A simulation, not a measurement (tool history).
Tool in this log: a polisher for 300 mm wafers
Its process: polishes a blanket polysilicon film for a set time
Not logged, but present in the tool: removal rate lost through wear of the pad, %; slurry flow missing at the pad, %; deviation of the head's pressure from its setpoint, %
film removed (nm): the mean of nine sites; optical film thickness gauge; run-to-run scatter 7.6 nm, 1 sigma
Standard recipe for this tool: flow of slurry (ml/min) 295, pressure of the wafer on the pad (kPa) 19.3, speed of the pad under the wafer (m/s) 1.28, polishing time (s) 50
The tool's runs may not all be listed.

run,day,flow of slurry (ml/min),pressure of the wafer on the pad (kPa),speed of the pad under the wafer (m/s),polishing time (s),wafers since the last listed run,wafers polished on this pad,hours since the slurry nozzle was cleaned,hours since the head pressure was calibrated,"incoming thickness of the incoming film, nm",film removed (nm)
1,0,295,19.3,1.28,50,0,909,497.7,281.5,1512.4,564.6
# day 0.521: worn pad replaced by a new one
2,1.225,295,19.3,1.28,50,207,138,527.1,310.9,1522,596
3,2.096,295,19.3,1.28,50,171,309,548,331.8,1547,574.4
4,4.575,295,19.3,1.28,50,487,796,607.5,391.3,1524.4,561.6
# day 5.4: worn pad replaced by a new one
5,5.717,375,19.3,1.28,36,191,61,634.9,418.7,1546.2,442.9
6,6.596,375,19.3,1.28,36,172,234,656,439.8,1505.8,438.1
7,7.333,375,19.3,1.28,36,144,379,673.7,457.5,1550.6,428.5
8,8.954,295,19.3,1.28,50,318,698,712.6,496.4,1507.9,581.7
9,9.704,295,19.3,1.28,50,147,845,730.6,514.4,1528.4,580.8
10,10.854,295,19.3,1.28,50,225,1071,758.2,542,1532.4,577.8
# day 11.275: worn pad replaced by a new one
11,11.825,295,19.3,1.28,50,158,108,781.5,565.3,1526.4,606.7
12,12.612,295,19.3,1.28,50,154,263,800.4,584.2,1546.3,609.3
13,13.258,295,19.3,1.28,55,126,390,815.9,599.7,1525.7,642.7
14,14.242,295,19.3,1.5,50,193,583,839.5,623.3,1560.1,651.9
15,15.342,295,19.3,1.28,35,216,799,865.9,649.7,1506,400.5
16,16.738,295,19.3,1.28,50,274,1073,899.4,683.2,1552.3,564.2
# day 16.938: slurry nozzle cleaned
# day 17.212: worn pad replaced by a new one
17,17.538,190,19.3,1.02,37,116,63,14.4,702.4,1521.4,376.7

Estimate the outcome of run 18 from the log above:
18,18.25,390,24.1,1.72,67,140,203,31.5,719.5,1505.4,?

Run 18 measured film removed (nm) 1286.
With no hidden state in the tool, this same run would have given film removed (nm) 1174.6.
